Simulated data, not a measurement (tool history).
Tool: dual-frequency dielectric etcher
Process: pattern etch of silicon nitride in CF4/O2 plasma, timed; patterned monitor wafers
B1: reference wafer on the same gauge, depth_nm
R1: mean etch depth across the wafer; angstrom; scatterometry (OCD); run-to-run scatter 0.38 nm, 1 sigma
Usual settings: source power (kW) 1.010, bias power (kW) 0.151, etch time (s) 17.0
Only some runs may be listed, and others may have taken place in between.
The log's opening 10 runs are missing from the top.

{"hour": 850.0, "done": "source power generator calibrated"}
{"hour": 850.6, "done": "wet clean of the chamber"}
{"run": 11, "hour": 858.4, "source power (kW)": 1.01, "bias power (kW)": 0.151, "etch time (s)": 17.0, "B1": 54.3, "R1": 582}
{"run": 12, "hour": 911.3, "source power (kW)": 1.01, "bias power (kW)": 0.164, "etch time (s)": 17.0, "B1": 54.4, "R1": 623}
{"run": 13, "hour": 999.8, "source power (kW)": 1.01, "bias power (kW)": 0.164, "etch time (s)": 17.0, "B1": 54.3, "R1": 622}
{"run": 14, "hour": 1083.1, "source power (kW)": 1.01, "bias power (kW)": 0.151, "etch time (s)": 18.5, "B1": 54.4, "R1": 662}
{"run": 15, "hour": 1146.7, "source power (kW)": 1.24, "bias power (kW)": 0.151, "etch time (s)": 17.0, "B1": 54.4, "R1": 721}
{"run": 16, "hour": 1185.4, "source power (kW)": 0.95, "bias power (kW)": 0.167, "etch time (s)": 17.0, "B1": 54.4, "R1": 606}
{"hour": 1330.9, "done": "bias power generator calibrated"}
{"run": 17, "hour": 1429.6, "source power (kW)": 1.01, "bias power (kW)": 0.161, "etch time (s)": 20.5, "B1": 54.4, "R1": 779}
{"hour": 1460.5, "done": "wet clean of the chamber"}
{"run": 18, "hour": 1467.8, "source power (kW)": 1.23, "bias power (kW)": 0.131, "etch time (s)": 12.0, "B1": 54.5, "R1": 448}
{"run": 19, "hour": 1522.4, "source power (kW)": 1.01, "bias power (kW)": 0.161, "etch time (s)": 20.5, "B1": 54.4, "R1": 728}

What will run 20 give?
{"hour": 1552.8, "done": "gauge calibrated"}
{"run": 20, "hour": 1803.6, "source power (kW)": 1.25, "bias power (kW)": 0.124, "etch time (s)": 19.0, "B1": "?", "R1": "?"}

{"run 20": {"B1": 54.4, "R1": 725}}
Were there no unlogged condition in the tool, this run, its random variation unchanged, would have produced R1 712 angstrom.

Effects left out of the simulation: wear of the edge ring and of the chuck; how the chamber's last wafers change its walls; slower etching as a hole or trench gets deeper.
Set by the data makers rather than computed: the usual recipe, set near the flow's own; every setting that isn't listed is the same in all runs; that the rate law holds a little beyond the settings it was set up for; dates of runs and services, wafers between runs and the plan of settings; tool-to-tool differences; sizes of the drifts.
